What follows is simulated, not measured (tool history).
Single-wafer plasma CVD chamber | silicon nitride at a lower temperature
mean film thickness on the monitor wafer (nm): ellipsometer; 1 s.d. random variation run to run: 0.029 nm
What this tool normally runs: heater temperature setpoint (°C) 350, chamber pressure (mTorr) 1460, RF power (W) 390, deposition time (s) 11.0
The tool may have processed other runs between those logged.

run,day,heater temperature setpoint (°C),chamber pressure (mTorr),RF power (W),deposition time (s),"read-back reference wafer on the same gauge, thickness_nm",mean film thickness on the monitor wafer (nm)
1,0.000,350,1460,390,11.0,12.191,14.284
2,1.933,350,1460,390,11.0,12.204,14.268
3,4.021,350,1460,390,11.0,12.206,14.245
4,7.021,350,1460,390,11.0,12.202,14.210
5,8.729,350,1460,390,11.0,12.201,14.225
6,10.196,350,1460,390,11.0,12.202,14.178
# day 10.567: capacitance manometer re-zeroed and calibrated
7,11.733,350,1460,390,11.0,12.200,14.216
# day 13.408: thermocouple changed; heater temperature recalibrated
8,14.475,350,1460,440,11.0,12.209,14.981
9,16.217,350,1460,390,11.0,12.195,14.184
# day 18.042: gauge calibrated
10,19.154,350,1800,370,11.0,12.197,14.362
11,20.275,350,1460,390,11.0,12.202,14.139
# day 21.500: RF generator calibrated
12,21.521,344,1460,345,9.0,12.208,11.085
# day 22.067: showerhead replaced
13,23.571,350,1460,390,12.7,12.202,16.517

Run 14, settings as shown, results not yet in. Your forecast:
14,26.342,345,1610,390,9.4,?,?

{"run 14": {"read-back reference wafer on the same gauge, thickness_nm": 12.199, "mean film thickness on the monitor wafer (nm)": 12.422}}
Minus the tool's unlogged condition, the same run would have read mean film thickness on the monitor wafer (nm) 12.479.

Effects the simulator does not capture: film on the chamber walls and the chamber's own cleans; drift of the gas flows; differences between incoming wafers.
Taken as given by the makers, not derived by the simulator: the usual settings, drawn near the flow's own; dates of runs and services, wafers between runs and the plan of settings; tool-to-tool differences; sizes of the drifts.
